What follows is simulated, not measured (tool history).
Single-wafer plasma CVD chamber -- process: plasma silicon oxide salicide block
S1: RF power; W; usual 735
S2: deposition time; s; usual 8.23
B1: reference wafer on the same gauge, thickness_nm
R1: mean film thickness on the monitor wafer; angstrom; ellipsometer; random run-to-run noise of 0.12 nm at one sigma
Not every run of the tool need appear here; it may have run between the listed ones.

run   hour   S1    S2      B1      R1
  1      0  735  8.23  90.306  757.89
  2   21.7  735  8.23  90.327  757.83
  3   43.9  735  8.23  90.333  757.97
  4     73  735  8.23  90.283  757.09
      74.9  -- gauge calibrated
  5  101.3  820  8.23  90.334  777.45
  6  136.7  820  8.23   90.33  778.14
     145.4  -- showerhead replaced
  7  153.8  820  8.23  90.305  778.26
  8  189.6  635  8.23  90.319  731.53
  9  210.3  635  8.23  90.278  729.24
 10  227.3  635  9.01  90.313  799.69
 11    255  735  8.23  90.309  756.14
 12  279.1  590  8.23  90.271  716.31
 13  296.8  875   9.4  90.282  903.94
 14  315.1  595  8.23  90.293  719.31
     330.2  -- gauge calibrated
 15  342.9  820  8.23  90.296  778.03
       352  -- RF generator calibrated
 16  373.3  665  6.74   90.28   617.9
 17  403.4  790  8.82  90.302  842.86
 18  438.3  850  7.66   90.24  745.98
 19  455.7  735  8.23   90.24  773.73

Here are 3 independent what-if runs from the current tool condition. What would each one return?
  A  456.1  735  8.23   ?   ?
  B  456.1  850  8.23   ?   ?
  C  456.1  615  6.69   ?   ?

run      B1      R1
  A  90.271  771.44
  B  90.271  800.44
  C  90.271  600.05
Without the tool's unlogged condition, the same runs would have read:
run      R1
  A  774.32
  B  803.43
  C  602.29
